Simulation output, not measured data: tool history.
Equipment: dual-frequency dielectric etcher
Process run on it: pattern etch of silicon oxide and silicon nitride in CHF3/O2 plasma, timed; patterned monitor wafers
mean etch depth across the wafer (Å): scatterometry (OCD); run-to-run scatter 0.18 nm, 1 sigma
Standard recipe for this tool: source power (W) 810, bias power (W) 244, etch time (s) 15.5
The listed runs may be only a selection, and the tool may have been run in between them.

run	day	source power (W)	bias power (W)	etch time (s)	wafers since the last listed run	hours since the last wet clean	hours since the last source power generator calibration	hours since the last bias power generator calibration	hours since the last upper electrode change	hours since the gauge calibration	read-back reference wafer on the same gauge, depth_nm	mean etch depth across the wafer (Å)
1	0.000	660	244	15.5	0	223.6	3646.8	4079.1	1910.9	754.4	28.29	300.4
# day 0.504: gauge calibrated
2	2.438	660	244	15.5	900	282.1	3705.3	4137.6	1969.4	46.4	28.29	302.4
3	4.758	900	217	15.5	857	337.8	3761.0	4193.3	2025.1	102.1	28.27	339.6
# day 6.075: wet clean of the chamber
4	6.425	900	217	15.5	246	8.4	3801.0	4233.3	2065.1	142.1	28.30	321.8
5	9.288	900	217	15.5	1057	77.1	3869.7	4302.0	2133.8	210.8	28.26	325.4
6	11.058	810	244	15.5	653	119.6	3912.2	4344.5	2176.3	253.3	28.27	324.5
7	12.458	810	244	15.5	516	153.2	3945.8	4378.1	2209.9	286.9	28.31	326.2
8	14.596	810	244	15.5	789	204.5	3997.1	4429.4	2261.2	338.2	28.33	324.0
# day 17.775: upper electrode replaced
9	17.796	810	244	15.5	812	281.3	4073.9	4506.2	0.5	415.0	28.30	330.4
10	19.046	810	244	15.5	461	311.3	4103.9	4536.2	30.5	445.0	28.30	329.6
# day 20.962: wet clean of the chamber
11	20.983	810	244	15.5	346	0.5	4150.4	4582.7	77.0	491.5	28.31	320.7
12	21.967	810	244	15.5	363	24.1	4174.0	4606.3	100.6	515.1	28.32	315.6
13	23.388	810	244	15.5	524	58.2	4208.1	4640.4	134.7	549.2	28.30	323.0
14	25.721	990	213	19.0	861	114.2	4264.1	4696.4	190.7	605.2	28.32	422.1
# day 26.658: source power generator calibrated
15	28.442	810	244	15.5	943	179.5	42.8	4761.7	256.0	670.5	28.29	324.9
# day 29.458: bias power generator calibrated
16	29.583	810	244	15.5	360	206.9	70.2	3.0	283.4	697.9	28.33	330.3
17	30.833	810	244	14.0	461	236.9	100.2	33.0	313.4	727.9	28.28	296.2
18	33.433	810	189	11.5	960	299.3	162.6	95.4	375.8	790.3	28.29	228.9
# day 35.783: wet clean of the chamber
19	35.804	810	267	15.5	506	0.5	219.5	152.3	432.7	847.2	28.26	321.4
20	36.033	700	213	20.0	84	6.0	225.0	157.8	438.2	852.7	28.29	371.2
# day 36.908: gauge calibrated
21	38.283	810	244	15.5	830	60.0	279.0	211.8	492.2	33.0	28.31	321.4
22	39.650	700	209	18.5	504	92.8	311.8	244.6	525.0	65.8	28.35	345.8
23	41.458	810	244	15.5	667	136.2	355.2	288.0	568.4	109.2	28.32	325.7
24	47.596	870	196	15.5	2266	283.5	502.5	435.3	715.7	256.5	28.29	321.8
25	50.362	710	216	15.5	1021	349.9	568.9	501.7	782.1	322.9	28.30	302.1
26	51.517	650	263	15.5	426	377.6	596.6	529.4	809.8	350.6	28.31	304.3

Pick out some run-to-run changes in mean etch depth across the wafer (Å). Of each, how much would a tool without hidden state show as well, from the settings, what came in and chance, and how much is left for the hidden state and any gauge scatter not in both results compared?
Unlogged tool condition in this case: etch rate over this chamber's usual, %; source power that arrives over what is set, %; bias power that arrives over what is set, %; gauge reads high (%).
Run 3 -> 4: wet clean of the chamber. mean etch depth across the wafer (Å) -17.8: hidden state -17.2, all else -0.6.
Run 10 -> 11: wet clean of the chamber. mean etch depth across the wafer (Å) -8.9: hidden state -13.4, all else +4.5.
Run 13 -> 14: source power (W) 810 -> 990, bias power (W) 244 -> 213, etch time (s) 15.5 -> 19.0. mean etch depth across the wafer (Å) +99.1: hidden state +4.4, all else +94.7.
Run 14 -> 15: source power (W) 990 -> 810, bias power (W) 213 -> 244, etch time (s) 19.0 -> 15.5, source power generator calibrated. mean etch depth across the wafer (Å) -97.2: hidden state +1.3, all else -98.5.
